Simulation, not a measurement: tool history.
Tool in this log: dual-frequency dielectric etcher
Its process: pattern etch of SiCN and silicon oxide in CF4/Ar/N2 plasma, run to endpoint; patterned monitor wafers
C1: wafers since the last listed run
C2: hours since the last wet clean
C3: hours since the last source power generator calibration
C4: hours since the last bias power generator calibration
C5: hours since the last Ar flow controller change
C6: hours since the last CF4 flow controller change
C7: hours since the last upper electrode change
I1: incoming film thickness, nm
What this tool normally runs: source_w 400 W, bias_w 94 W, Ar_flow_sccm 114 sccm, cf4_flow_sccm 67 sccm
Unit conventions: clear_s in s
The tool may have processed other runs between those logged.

run 1 hour=0 | source_w=400 bias_w=94 Ar_flow_sccm=114 cf4_flow_sccm=76 | C1=0 C2=420.6 C3=4780.4 C4=1951.4 C5=2017 C6=5093.9 C7=0.5 | I1=12.64 | clear_s=12.7
run 2 hour=0.4 | source_w=400 bias_w=94 Ar_flow_sccm=114 cf4_flow_sccm=76 | C1=5 C2=421 C3=4780.8 C4=1951.8 C5=2017.4 C6=5094.3 C7=0.9 | I1=12.7 | clear_s=12.8
run 3 hour=3.3 | source_w=400 bias_w=94 Ar_flow_sccm=114 cf4_flow_sccm=76 | C1=42 C2=423.9 C3=4783.7 C4=1954.7 C5=2020.3 C6=5097.2 C7=3.8 | I1=12.44 | clear_s=12.5
-- hour=8.3 source power generator calibrated
run 4 hour=20.8 | source_w=400 bias_w=94 Ar_flow_sccm=114 cf4_flow_sccm=67 | C1=197 C2=441.4 C3=12.5 C4=1972.2 C5=2037.8 C6=5114.7 C7=21.3 | I1=12.6 | clear_s=12.9
run 5 hour=29.5 | source_w=400 bias_w=94 Ar_flow_sccm=114 cf4_flow_sccm=67 | C1=127 C2=450.1 C3=21.2 C4=1980.9 C5=2046.5 C6=5123.4 C7=30 | I1=12.64 | clear_s=12.8
-- hour=36.7 CF4 flow controller replaced
run 6 hour=37.2 | source_w=400 bias_w=79 Ar_flow_sccm=114 cf4_flow_sccm=78 | C1=24 C2=457.8 C3=28.9 C4=1988.6 C5=2054.2 C6=0.5 C7=37.7 | I1=12.55 | clear_s=13.3
-- hour=65 Ar flow controller replaced
-- hour=70.8 wet clean of the chamber
run 7 hour=71.3 | source_w=400 bias_w=79 Ar_flow_sccm=114 cf4_flow_sccm=78 | C1=326 C2=0.5 C3=63 C4=2022.7 C5=6.3 C6=34.6 C7=71.8 | I1=12.59 | clear_s=14
run 8 hour=71.6 | source_w=400 bias_w=94 Ar_flow_sccm=114 cf4_flow_sccm=67 | C1=4 C2=0.8 C3=63.3 C4=2023 C5=6.6 C6=34.9 C7=72.1 | I1=12.7 | clear_s=13.8
run 9 hour=71.9 | source_w=350 bias_w=108 Ar_flow_sccm=114 cf4_flow_sccm=76 | C1=4 C2=1.1 C3=63.6 C4=2023.3 C5=6.9 C6=35.2 C7=72.4 | I1=12.49 | clear_s=13.8
run 10 hour=79.3 | source_w=440 bias_w=115 Ar_flow_sccm=114 cf4_flow_sccm=52 | C1=108 C2=8.5 C3=71 C4=2030.7 C5=14.3 C6=42.6 C7=79.8 | I1=12.63 | clear_s=12.4
run 11 hour=88.4 | source_w=310 bias_w=102 Ar_flow_sccm=136 cf4_flow_sccm=80 | C1=133 C2=17.6 C3=80.1 C4=2039.8 C5=23.4 C6=51.7 C7=88.9 | I1=12.56 | clear_s=15.3
run 12 hour=99.4 | source_w=450 bias_w=110 Ar_flow_sccm=103 cf4_flow_sccm=76 | C1=160 C2=28.6 C3=91.1 C4=2050.8 C5=34.4 C6=62.7 C7=99.9 | I1=12.47 | clear_s=11.4
-- hour=115.3 bias power generator calibrated
run 13 hour=115.8 | source_w=320 bias_w=94 Ar_flow_sccm=114 cf4_flow_sccm=67 | C1=181 C2=45 C3=107.5 C4=0.5 C5=50.8 C6=79.1 C7=116.3 | I1=12.55 | clear_s=15.6
run 14 hour=119.7 | source_w=400 bias_w=94 Ar_flow_sccm=114 cf4_flow_sccm=75 | C1=57 C2=48.9 C3=111.4 C4=4.4 C5=54.7 C6=83 C7=120.2 | I1=12.53 | clear_s=13.2
run 15 hour=131.1 | source_w=370 bias_w=94 Ar_flow_sccm=114 cf4_flow_sccm=67 | C1=166 C2=60.3 C3=122.8 C4=15.8 C5=66.1 C6=94.4 C7=131.6 | I1=12.51 | clear_s=14
run 16 hour=144 | source_w=400 bias_w=94 Ar_flow_sccm=114 cf4_flow_sccm=67 | C1=188 C2=73.2 C3=135.7 C4=28.7 C5=79 C6=107.3 C7=144.5 | I1=12.51 | clear_s=13.3
run 17 hour=154.8 | source_w=400 bias_w=94 Ar_flow_sccm=114 cf4_flow_sccm=67 | C1=157 C2=84 C3=146.5 C4=39.5 C5=89.8 C6=118.1 C7=155.3 | I1=12.58 | clear_s=13.5
run 18 hour=164.3 | source_w=400 bias_w=94 Ar_flow_sccm=122 cf4_flow_sccm=67 | C1=138 C2=93.5 C3=156 C4=49 C5=99.3 C6=127.6 C7=164.8 | I1=12.52 | clear_s=13.5
run 19 hour=177.5 | source_w=360 bias_w=101 Ar_flow_sccm=114 cf4_flow_sccm=67 | C1=193 C2=106.7 C3=169.2 C4=62.2 C5=112.5 C6=140.8 C7=178 | I1=12.62 | clear_s=14
run 20 hour=195.4 | source_w=400 bias_w=94 Ar_flow_sccm=114 cf4_flow_sccm=61 | C1=261 C2=124.6 C3=187.1 C4=80.1 C5=130.4 C6=158.7 C7=195.9 | I1=12.6 | clear_s=13.6
run 21 hour=206.3 | source_w=350 bias_w=76 Ar_flow_sccm=114 cf4_flow_sccm=60 | C1=159 C2=135.5 C3=198 C4=91 C5=141.3 C6=169.6 C7=206.8 | I1=12.43 | clear_s=15.5
run 22 hour=216.2 | source_w=370 bias_w=118 Ar_flow_sccm=104 cf4_flow_sccm=51 | C1=144 C2=145.4 C3=207.9 C4=100.9 C5=151.2 C6=179.5 C7=216.7 | I1=12.58 | clear_s=13.3
run 23 hour=226.7 | source_w=400 bias_w=94 Ar_flow_sccm=114 cf4_flow_sccm=67 | C1=153 C2=155.9 C3=218.4 C4=111.4 C5=161.7 C6=190 C7=227.2 | I1=12.49 | clear_s=13.3
run 24 hour=239.4 | source_w=400 bias_w=94 Ar_flow_sccm=114 cf4_flow_sccm=67 | C1=185 C2=168.6 C3=231.1 C4=124.1 C5=174.4 C6=202.7 C7=239.9 | I1=12.63 | clear_s=13.4
run 25 hour=248.1 | source_w=400 bias_w=75 Ar_flow_sccm=114 cf4_flow_sccm=67 | C1=127 C2=177.3 C3=239.8 C4=132.8 C5=183.1 C6=211.4 C7=248.6 | I1=12.58 | clear_s=14.1

The tool's hidden state at each run:
source power that arrives over what is set, %: 0 at every run
bias power that arrives over what is set, %: 0 at every run
Ar flow that arrives over what is set, %: 0 at every run
CF4 flow that arrives over what is set, %: 0 at every run
H1: etch rate over this chamber's usual, %
run=1 H1=5.54
run=2 H1=5.55
run=3 H1=5.58
run=4 H1=5.77
run=5 H1=5.87
run=6 H1=5.96
run=7 H1=0.12
run=8 H1=0.124
run=9 H1=0.127
run=10 H1=0.21
run=11 H1=0.311
run=12 H1=0.434
run=13 H1=0.617
run=14 H1=0.661
run=15 H1=0.788
run=16 H1=0.932
run=17 H1=1.05
run=18 H1=1.16
run=19 H1=1.31
run=20 H1=1.51
run=21 H1=1.63
run=22 H1=1.74
run=23 H1=1.85
run=24 H1=2
run=25 H1=2.09
